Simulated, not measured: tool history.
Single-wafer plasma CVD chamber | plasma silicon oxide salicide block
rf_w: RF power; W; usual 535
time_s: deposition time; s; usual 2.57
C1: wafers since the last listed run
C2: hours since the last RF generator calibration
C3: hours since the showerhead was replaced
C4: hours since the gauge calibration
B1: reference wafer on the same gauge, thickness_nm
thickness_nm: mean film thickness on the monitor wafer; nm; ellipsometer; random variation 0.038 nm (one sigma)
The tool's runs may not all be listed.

Run 1, day 0.000: usual settings; C1 0; C2 1797.3; C3 5775.8; C4 109.2; B1 30.698. Result: thickness_nm 24.614 nm.
Run 2, day 0.496: usual settings; C1 376; C2 1809.2; C3 5787.7; C4 121.1; B1 30.678. Result: thickness_nm 24.613 nm.
Run 3, day 0.808: usual settings; C1 237; C2 1816.7; C3 5795.2; C4 128.6; B1 30.689. Result: thickness_nm 24.604 nm.
Run 4, day 1.688: usual settings but time_s 2.32 s; C1 667; C2 1837.8; C3 5816.3; C4 149.7; B1 30.699. Result: thickness_nm 22.249 nm.
Run 5, day 1.942: usual settings but time_s 2.32 s; C1 193; C2 1843.9; C3 5822.4; C4 155.8; B1 30.682. Result: thickness_nm 22.257 nm.
Run 6, day 2.217: usual settings; C1 208; C2 1850.5; C3 5829.0; C4 162.4; B1 30.701. Result: thickness_nm 24.591 nm.
Run 7, day 2.575: usual settings; C1 272; C2 1859.1; C3 5837.6; C4 171.0; B1 30.705. Result: thickness_nm 24.560 nm.
Run 8, day 2.946: usual settings; C1 281; C2 1868.0; C3 5846.5; C4 179.9; B1 30.709. Result: thickness_nm 24.618 nm.
Run 9, day 3.596: usual settings; C1 493; C2 1883.6; C3 5862.1; C4 195.5; B1 30.700. Result: thickness_nm 24.629 nm.
Run 10, day 3.979: usual settings but rf_w 610 W; C1 291; C2 1892.8; C3 5871.3; C4 204.7; B1 30.701. Result: thickness_nm 25.950 nm.
Run 11, day 4.250: usual settings but rf_w 610 W; C1 205; C2 1899.3; C3 5877.8; C4 211.2; B1 30.710. Result: thickness_nm 25.841 nm.
At day 4.596: gauge calibrated.
At day 4.671: showerhead replaced.
Run 12, day 4.692: usual settings but rf_w 610 W; C1 82; C2 1909.9; C3 0.5; C4 2.3; B1 30.711. Result: thickness_nm 25.877 nm.
Run 13, day 5.158: usual settings but rf_w 590 W; C1 354; C2 1921.1; C3 11.7; C4 13.5; B1 30.695. Result: thickness_nm 25.536 nm.
Run 14, day 5.492: usual settings but rf_w 590 W; C1 253; C2 1929.1; C3 19.7; C4 21.5; B1 30.703. Result: thickness_nm 25.443 nm.
At day 6.129: RF generator calibrated.
Run 15, day 6.150: usual settings; C1 246; C2 0.5; C3 35.5; C4 37.3; B1 30.688. Result: thickness_nm 25.621 nm.
Run 16, day 6.388: usual settings but time_s 2.26 s; C1 180; C2 6.2; C3 41.2; C4 43.0; B1 30.692. Result: thickness_nm 22.453 nm.
Run 17, day 6.688: usual settings but rf_w 430 W, time_s 2.95 s; C1 227; C2 13.4; C3 48.4; C4 50.2; B1 30.707. Result: thickness_nm 26.756 nm.
Run 18, day 7.075: usual settings but rf_w 495 W, time_s 2.43 s; C1 294; C2 22.7; C3 57.7; C4 59.5; B1 30.687. Result: thickness_nm 23.472 nm.
Run 19, day 7.538: usual settings but rf_w 500 W; C1 351; C2 33.8; C3 68.8; C4 70.6; B1 30.692. Result: thickness_nm 24.921 nm.
Run 20, day 8.146: usual settings but rf_w 590 W; C1 462; C2 48.4; C3 83.4; C4 85.2; B1 30.723. Result: thickness_nm 26.539 nm.
Run 21, day 8.558: usual settings but rf_w 590 W, time_s 2.31 s; C1 313; C2 58.3; C3 93.3; C4 95.1; B1 30.695. Result: thickness_nm 23.894 nm.
Run 22, day 9.200: usual settings; C1 487; C2 73.7; C3 108.7; C4 110.5; B1 30.693. Result: thickness_nm 25.543 nm.
Run 23, day 9.550: usual settings but rf_w 445 W, time_s 2.98 s; C1 265; C2 82.1; C3 117.1; C4 118.9; B1 30.716. Result: thickness_nm 27.458 nm.
Run 24, day 10.275: usual settings but rf_w 625 W, time_s 2.98 s; C1 550; C2 99.5; C3 134.5; C4 136.3; B1 30.695. Result: thickness_nm 31.514 nm.
Run 25, day 10.583: usual settings but rf_w 590 W, time_s 2.94 s; C1 234; C2 106.9; C3 141.9; C4 143.7; B1 30.703. Result: thickness_nm 30.353 nm.
Run 26, day 11.171: usual settings; C1 446; C2 121.0; C3 156.0; C4 157.8; B1 30.691. Result: thickness_nm 25.499 nm.
Run 27, day 11.438: usual settings but rf_w 605 W; C1 202; C2 127.4; C3 162.4; C4 164.2; B1 30.699. Result: thickness_nm 26.820 nm.
Run 28, day 11.858: usual settings; C1 319; C2 137.5; C3 172.5; C4 174.3; B1 30.689. Result: thickness_nm 25.582 nm.
Run 29, day 13.021: usual settings but rf_w 495 W, time_s 2.43 s; C1 883; C2 165.4; C3 200.4; C4 202.2; B1 30.693. Result: thickness_nm 23.335 nm.
Run 30, day 13.321: usual settings but rf_w 435 W, time_s 2.84 s; C1 227; C2 172.6; C3 207.6; C4 209.4; B1 30.699. Result: thickness_nm 25.935 nm.
Run 31, day 13.700: usual settings but rf_w 605 W, time_s 2.70 s; C1 288; C2 181.7; C3 216.7; C4 218.5; B1 30.706. Result: thickness_nm 28.098 nm.
Run 32, day 14.417: usual settings but rf_w 440 W, time_s 2.97 s; C1 544; C2 198.9; C3 233.9; C4 235.7; B1 30.684. Result: thickness_nm 27.248 nm.

Forecast each of these 5 alternatives for the next run:
Run A, day 14.433: usual settings; C1 12; C2 199.3; C3 234.3; C4 236.1; B1 ?. Result: thickness_nm ?.
Run B, day 14.433: usual settings but rf_w 455 W, time_s 2.41 s; C1 12; C2 199.3; C3 234.3; C4 236.1; B1 ?. Result: thickness_nm ?.
Run C, day 14.433: usual settings but time_s 2.97 s; C1 12; C2 199.3; C3 234.3; C4 236.1; B1 ?. Result: thickness_nm ?.
Run D, day 14.433: usual settings but rf_w 585 W, time_s 3.02 s; C1 12; C2 199.3; C3 234.3; C4 236.1; B1 ?. Result: thickness_nm ?.
Run E, day 14.433: usual settings but rf_w 440 W, time_s 3.06 s; C1 12; C2 199.3; C3 234.3; C4 236.1; B1 ?. Result: thickness_nm ?.

run      B1  thickness_nm
  A  30.685        25.486
  B  30.685        22.363
  C  30.685        29.453
  D  30.685        31.019
  E  30.685        27.992
Without the tool's hidden state the same runs would have given:
run  thickness_nm
  A        25.606
  B        22.468
  C        29.591
  D        31.164
  E        28.123

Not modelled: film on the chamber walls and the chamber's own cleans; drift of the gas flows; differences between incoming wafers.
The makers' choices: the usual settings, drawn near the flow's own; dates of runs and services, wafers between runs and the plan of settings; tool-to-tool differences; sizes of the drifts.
